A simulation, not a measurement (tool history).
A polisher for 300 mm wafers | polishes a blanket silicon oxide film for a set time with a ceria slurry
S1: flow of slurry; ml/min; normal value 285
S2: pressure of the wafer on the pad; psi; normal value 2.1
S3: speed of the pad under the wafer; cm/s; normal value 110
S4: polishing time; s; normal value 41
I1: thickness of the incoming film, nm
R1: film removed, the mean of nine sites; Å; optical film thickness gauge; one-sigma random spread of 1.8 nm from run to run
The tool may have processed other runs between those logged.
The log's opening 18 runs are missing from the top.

run 19 day=18.921 | S1=285 S2=2.1 S3=110 S4=41 | I1=1055.8 | R1=1374
run 20 day=19.858 | S1=285 S2=2.1 S3=110 S4=41 | I1=1073.0 | R1=1358
-- day=20.300 slurry nozzle cleaned
run 21 day=21.121 | S1=285 S2=2.1 S3=110 S4=41 | I1=1067.2 | R1=1362
run 22 day=21.975 | S1=285 S2=2.1 S3=110 S4=41 | I1=1053.5 | R1=1349
run 23 day=22.496 | S1=335 S2=2.1 S3=110 S4=41 | I1=1049.9 | R1=1378
-- day=23.088 worn pad replaced by a new one
run 24 day=23.317 | S1=285 S2=2.1 S3=110 S4=46 | I1=1068.9 | R1=1523
run 25 day=23.954 | S1=285 S2=1.7 S3=110 S4=41 | I1=1053.9 | R1=1098
-- day=24.404 head pressure recalibrated
run 26 day=24.521 | S1=260 S2=2.1 S3=110 S4=41 | I1=1076.2 | R1=1358
run 27 day=25.167 | S1=340 S2=2.1 S3=110 S4=48 | I1=1048.4 | R1=1593
run 28 day=25.858 | S1=285 S2=2.1 S3=74 S4=41 | I1=1054.0 | R1=1100
run 29 day=26.754 | S1=285 S2=2.1 S3=110 S4=41 | I1=1070.3 | R1=1353
-- day=30.688 worn pad replaced by a new one
run 30 day=30.708 | S1=285 S2=2.1 S3=136 S4=41 | I1=1060.0 | R1=1566
run 31 day=31.900 | S1=285 S2=2.5 S3=110 S4=41 | I1=1048.5 | R1=1633
run 32 day=32.646 | S1=285 S2=2.1 S3=96 S4=33 | I1=1075.0 | R1=1003
run 33 day=34.008 | S1=335 S2=2.8 S3=96 S4=54 | I1=1063.9 | R1=2245

4 options for the next run, each taken on its own from the tool as it stands now. Forecast them:
run A day=34.025 | S1=285 S2=2.1 S3=110 S4=41 | I1=1052.9 | R1=?
run B day=34.025 | S1=370 S2=2.7 S3=78 S4=31 | I1=1052.9 | R1=?
run C day=34.025 | S1=285 S2=1.4 S3=110 S4=41 | I1=1052.9 | R1=?
run D day=34.025 | S1=285 S2=2.1 S3=132 S4=52 | I1=1052.9 | R1=?

run=A R1=1367
run=B R1=1123
run=C R1=912
run=D R1=1942
Take away the tool's hidden state, keep each run's random variation, and the runs would have read:
run=A R1=1367
run=B R1=1123
run=C R1=912
run=D R1=1942
